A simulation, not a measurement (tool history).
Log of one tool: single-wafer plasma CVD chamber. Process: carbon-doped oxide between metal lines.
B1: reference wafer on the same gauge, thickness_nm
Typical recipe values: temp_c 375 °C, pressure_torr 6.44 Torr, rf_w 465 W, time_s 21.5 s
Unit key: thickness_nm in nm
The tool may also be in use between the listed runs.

Run 1, day 0: usual settings but rf_w 535 W; B1 106.005. Result: thickness_nm 104.471 nm.
Run 2, day 0.979: usual settings but rf_w 535 W; B1 106.06. Result: thickness_nm 103.795 nm.
Run 3, day 2.4: usual settings but rf_w 535 W; B1 106.113. Result: thickness_nm 103.22 nm.
Run 4, day 3.625: usual settings but temp_c 369 °C, pressure_torr 5.9 Torr; B1 106.086. Result: thickness_nm 95.005 nm.
At day 6.067: capacitance manometer re-zeroed and calibrated.
Run 5, day 7.638: usual settings but temp_c 369 °C, pressure_torr 5.9 Torr; B1 105.984. Result: thickness_nm 94.032 nm.
Run 6, day 8.142: usual settings but time_s 24.8 s; B1 106.074. Result: thickness_nm 107.67 nm.
Run 7, day 9.192: usual settings but rf_w 500 W; B1 105.993. Result: thickness_nm 98.648 nm.
Run 8, day 13.067: usual settings but rf_w 500 W; B1 106.026. Result: thickness_nm 97.376 nm.
Run 9, day 14.254: usual settings; B1 106.035. Result: thickness_nm 92.484 nm.
Run 10, day 14.812: usual settings; B1 106.042. Result: thickness_nm 92.35 nm.
Run 11, day 15.846: usual settings but temp_c 361 °C, pressure_torr 5.77 Torr; B1 106.01. Result: thickness_nm 94.332 nm.
Run 12, day 16.571: usual settings but temp_c 389 °C, rf_w 375 W; B1 105.952. Result: thickness_nm 74.644 nm.
Run 13, day 17.954: usual settings; B1 105.925. Result: thickness_nm 91.062 nm.
Run 14, day 18.496: usual settings; B1 106.025. Result: thickness_nm 91.139 nm.
At day 18.904: gauge calibrated.
At day 19.871: RF generator calibrated.
Run 15, day 19.892: usual settings; B1 106.089. Result: thickness_nm 96.549 nm.
At day 21.917: showerhead replaced.
At day 23.688: thermocouple changed; heater temperature recalibrated.
Run 16, day 23.938: usual settings but temp_c 369 °C, pressure_torr 8 Torr; B1 105.947. Result: thickness_nm 100.014 nm.
Run 17, day 24.921: usual settings but time_s 25.1 s; B1 105.999. Result: thickness_nm 112.302 nm.
Run 18, day 25.612: usual settings but pressure_torr 7.78 Torr, time_s 23.2 s; B1 105.999. Result: thickness_nm 105.088 nm.
Run 19, day 26.425: usual settings but temp_c 368 °C, pressure_torr 7.15 Torr, rf_w 400 W, time_s 17.4 s; B1 106.024. Result: thickness_nm 71.537 nm.
Run 20, day 27.396: usual settings but pressure_torr 5.49 Torr, time_s 25.1 s; B1 106.043. Result: thickness_nm 110.093 nm.
Run 21, day 28.846: usual settings; B1 106.016. Result: thickness_nm 96.534 nm.
Run 22, day 29.908: usual settings; B1 106.052. Result: thickness_nm 96.735 nm.
Run 23, day 30.575: usual settings; B1 105.971. Result: thickness_nm 95.738 nm.
Run 24, day 31.396: usual settings but time_s 18.7 s; B1 106.023. Result: thickness_nm 84.456 nm.
Run 25, day 32.821: usual settings but pressure_torr 5.09 Torr; B1 106.01. Result: thickness_nm 94.987 nm.
Run 26, day 33.325: usual settings but pressure_torr 6.95 Torr, rf_w 500 W; B1 106.037. Result: thickness_nm 101.257 nm.
Run 27, day 34.142: usual settings but pressure_torr 7.75 Torr, time_s 23.7 s; B1 106.09. Result: thickness_nm 107.164 nm.

Here are 5 independent what-if runs from the current tool condition. What would each one return?
Run A, day 34.158: usual settings but temp_c 385 °C; B1 ?. Result: thickness_nm ?.
Run B, day 34.158: usual settings but time_s 19.6 s; B1 ?. Result: thickness_nm ?.
Run C, day 34.158: usual settings but temp_c 385 °C, pressure_torr 6.03 Torr, rf_w 430 W, time_s 17.8 s; B1 ?. Result: thickness_nm ?.
Run D, day 34.158: usual settings but temp_c 389 °C, pressure_torr 4.89 Torr, rf_w 505 W, time_s 24.5 s; B1 ?. Result: thickness_nm ?.
Run E, day 34.158: usual settings but temp_c 366 °C, pressure_torr 4.84 Torr, rf_w 505 W; B1 ?. Result: thickness_nm ?.

run       B1  thickness_nm
  A  105.978        93.839
  B  105.978         87.69
  C  105.978        72.981
  D  105.978       109.364
  E  105.978       101.572
Stripped of hidden state, with their random variation kept, the same runs would have yielded:
run  thickness_nm
  A        94.732
  B        88.525
  C        73.785
  D       110.386
  E       102.521

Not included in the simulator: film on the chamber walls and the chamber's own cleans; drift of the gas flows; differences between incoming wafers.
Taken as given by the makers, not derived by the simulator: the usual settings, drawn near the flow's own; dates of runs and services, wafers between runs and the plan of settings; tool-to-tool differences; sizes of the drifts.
